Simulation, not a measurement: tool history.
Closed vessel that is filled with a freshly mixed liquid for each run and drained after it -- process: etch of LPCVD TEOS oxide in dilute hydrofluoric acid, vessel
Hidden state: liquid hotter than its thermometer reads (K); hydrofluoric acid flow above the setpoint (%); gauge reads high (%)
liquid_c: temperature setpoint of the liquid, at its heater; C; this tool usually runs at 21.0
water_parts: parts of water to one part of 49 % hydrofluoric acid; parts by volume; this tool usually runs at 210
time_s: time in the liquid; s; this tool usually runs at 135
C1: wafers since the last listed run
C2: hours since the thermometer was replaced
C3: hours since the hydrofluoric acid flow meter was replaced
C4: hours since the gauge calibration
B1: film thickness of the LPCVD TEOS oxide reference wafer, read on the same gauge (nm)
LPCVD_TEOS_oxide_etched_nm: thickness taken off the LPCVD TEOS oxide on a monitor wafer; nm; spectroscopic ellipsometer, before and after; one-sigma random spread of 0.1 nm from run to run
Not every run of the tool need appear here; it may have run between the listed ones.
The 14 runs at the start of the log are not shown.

run 15 day=29.554 | liquid_c=21.0 water_parts=210 time_s=135 | C1=4641 C2=549.6 C3=45.4 C4=997.5 | B1=89.97 | LPCVD_TEOS_oxide_etched_nm=16.11
run 16 day=32.488 | liquid_c=21.0 water_parts=210 time_s=135 | C1=8356 C2=620.0 C3=115.8 C4=1067.9 | B1=90.04 | LPCVD_TEOS_oxide_etched_nm=16.43
-- day=32.767 thermometer replaced
run 17 day=34.421 | liquid_c=21.0 water_parts=310 time_s=135 | C1=5388 C2=39.7 C3=162.2 C4=1114.3 | B1=89.99 | LPCVD_TEOS_oxide_etched_nm=9.39
run 18 day=36.662 | liquid_c=21.0 water_parts=300 time_s=135 | C1=6385 C2=93.5 C3=216.0 C4=1168.1 | B1=89.99 | LPCVD_TEOS_oxide_etched_nm=9.98
run 19 day=38.583 | liquid_c=25.0 water_parts=285 time_s=135 | C1=5471 C2=139.6 C3=262.1 C4=1214.2 | B1=90.02 | LPCVD_TEOS_oxide_etched_nm=12.27
run 20 day=41.296 | liquid_c=24.5 water_parts=290 time_s=135 | C1=7727 C2=204.7 C3=327.2 C4=1279.3 | B1=89.97 | LPCVD_TEOS_oxide_etched_nm=11.89
run 21 day=43.638 | liquid_c=23.5 water_parts=210 time_s=185 | C1=6670 C2=260.9 C3=383.4 C4=1335.5 | B1=89.99 | LPCVD_TEOS_oxide_etched_nm=23.82
run 22 day=45.133 | liquid_c=21.0 water_parts=210 time_s=135 | C1=4261 C2=296.8 C3=419.3 C4=1371.4 | B1=90.02 | LPCVD_TEOS_oxide_etched_nm=15.78
run 23 day=47.500 | liquid_c=18.5 water_parts=210 time_s=135 | C1=6741 C2=353.6 C3=476.1 C4=1428.2 | B1=90.00 | LPCVD_TEOS_oxide_etched_nm=14.54
run 24 day=48.567 | liquid_c=24.5 water_parts=140 time_s=135 | C1=3038 C2=379.2 C3=501.7 C4=1453.8 | B1=89.98 | LPCVD_TEOS_oxide_etched_nm=29.43
run 25 day=50.012 | liquid_c=17.5 water_parts=285 time_s=110 | C1=4118 C2=413.9 C3=536.4 C4=1488.5 | B1=89.98 | LPCVD_TEOS_oxide_etched_nm=7.78
run 26 day=52.662 | liquid_c=23.5 water_parts=155 time_s=105 | C1=7549 C2=477.5 C3=600.0 C4=1552.1 | B1=89.98 | LPCVD_TEOS_oxide_etched_nm=19.74
run 27 day=54.375 | liquid_c=24.5 water_parts=280 time_s=195 | C1=4878 C2=518.6 C3=641.1 C4=1593.2 | B1=89.98 | LPCVD_TEOS_oxide_etched_nm=18.49
-- day=56.167 gauge calibrated
run 28 day=57.125 | liquid_c=23.0 water_parts=165 time_s=185 | C1=7833 C2=584.6 C3=707.1 C4=23.0 | B1=90.01 | LPCVD_TEOS_oxide_etched_nm=32.45
-- day=58.867 thermometer replaced
run 29 day=62.654 | liquid_c=21.0 water_parts=210 time_s=135 | C1=15632 C2=90.9 C3=839.8 C4=155.7 | B1=89.97 | LPCVD_TEOS_oxide_etched_nm=15.95
run 30 day=65.462 | liquid_c=21.0 water_parts=210 time_s=95 | C1=8000 C2=158.3 C3=907.2 C4=223.1 | B1=90.03 | LPCVD_TEOS_oxide_etched_nm=11.11
run 31 day=68.433 | liquid_c=17.0 water_parts=210 time_s=180 | C1=8463 C2=229.6 C3=978.5 C4=294.4 | B1=90.02 | LPCVD_TEOS_oxide_etched_nm=18.28
run 32 day=70.317 | liquid_c=21.0 water_parts=285 time_s=135 | C1=5365 C2=274.8 C3=1023.7 C4=339.6 | B1=90.01 | LPCVD_TEOS_oxide_etched_nm=11.08

3 ways to go on from here, each from the tool as it stands after run 32. What would each give?
run A day=70.346 | liquid_c=17.0 water_parts=210 time_s=135 | C1=83 C2=275.5 C3=1024.4 C4=340.3 | B1=? | LPCVD_TEOS_oxide_etched_nm=?
run B day=70.346 | liquid_c=17.0 water_parts=120 time_s=60 | C1=83 C2=275.5 C3=1024.4 C4=340.3 | B1=? | LPCVD_TEOS_oxide_etched_nm=?
run C day=70.346 | liquid_c=21.0 water_parts=210 time_s=170 | C1=83 C2=275.5 C3=1024.4 C4=340.3 | B1=? | LPCVD_TEOS_oxide_etched_nm=?

run=A B1=90.03 LPCVD_TEOS_oxide_etched_nm=13.85
run=B B1=90.03 LPCVD_TEOS_oxide_etched_nm=11.76
run=C B1=90.03 LPCVD_TEOS_oxide_etched_nm=20.34
With the hidden condition removed and each run's random variation left untouched, the same runs would have given:
run=A LPCVD_TEOS_oxide_etched_nm=12.96
run=B LPCVD_TEOS_oxide_etched_nm=10.98
run=C LPCVD_TEOS_oxide_etched_nm=19.05
